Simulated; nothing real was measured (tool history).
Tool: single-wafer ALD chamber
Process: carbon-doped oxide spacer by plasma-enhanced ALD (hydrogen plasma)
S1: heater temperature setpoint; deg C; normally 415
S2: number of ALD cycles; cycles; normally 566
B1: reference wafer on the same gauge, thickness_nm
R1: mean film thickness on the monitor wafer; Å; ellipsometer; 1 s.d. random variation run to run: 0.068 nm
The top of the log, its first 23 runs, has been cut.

run   hour   S1   S2      B1      R1
     651.6  -- gauge calibrated
 24  652.4  407  480  23.486  234.63
 25  686.6  411  502  23.400  243.02
 26  701.3  420  466  23.373  219.00
 27  722.2  429  528  23.366  242.05
 28  751.0  415  566  23.322  268.92
 29  775.3  401  520  23.275  257.64
 30  801.6  400  658  23.247  325.49
 31  824.1  415  566  23.258  267.67
 32  842.5  429  484  23.190  220.30
 33  865.3  426  627  23.186  287.58
 34  896.4  415  616  23.125  291.30

Predict the results of run 35:
 35  929.0  419  492   ?   ?

{"run 35": {"B1": 23.12, "R1": 229.67}}
The same run, on a tool lacking any hidden state, would have yielded R1 232.41 Å.

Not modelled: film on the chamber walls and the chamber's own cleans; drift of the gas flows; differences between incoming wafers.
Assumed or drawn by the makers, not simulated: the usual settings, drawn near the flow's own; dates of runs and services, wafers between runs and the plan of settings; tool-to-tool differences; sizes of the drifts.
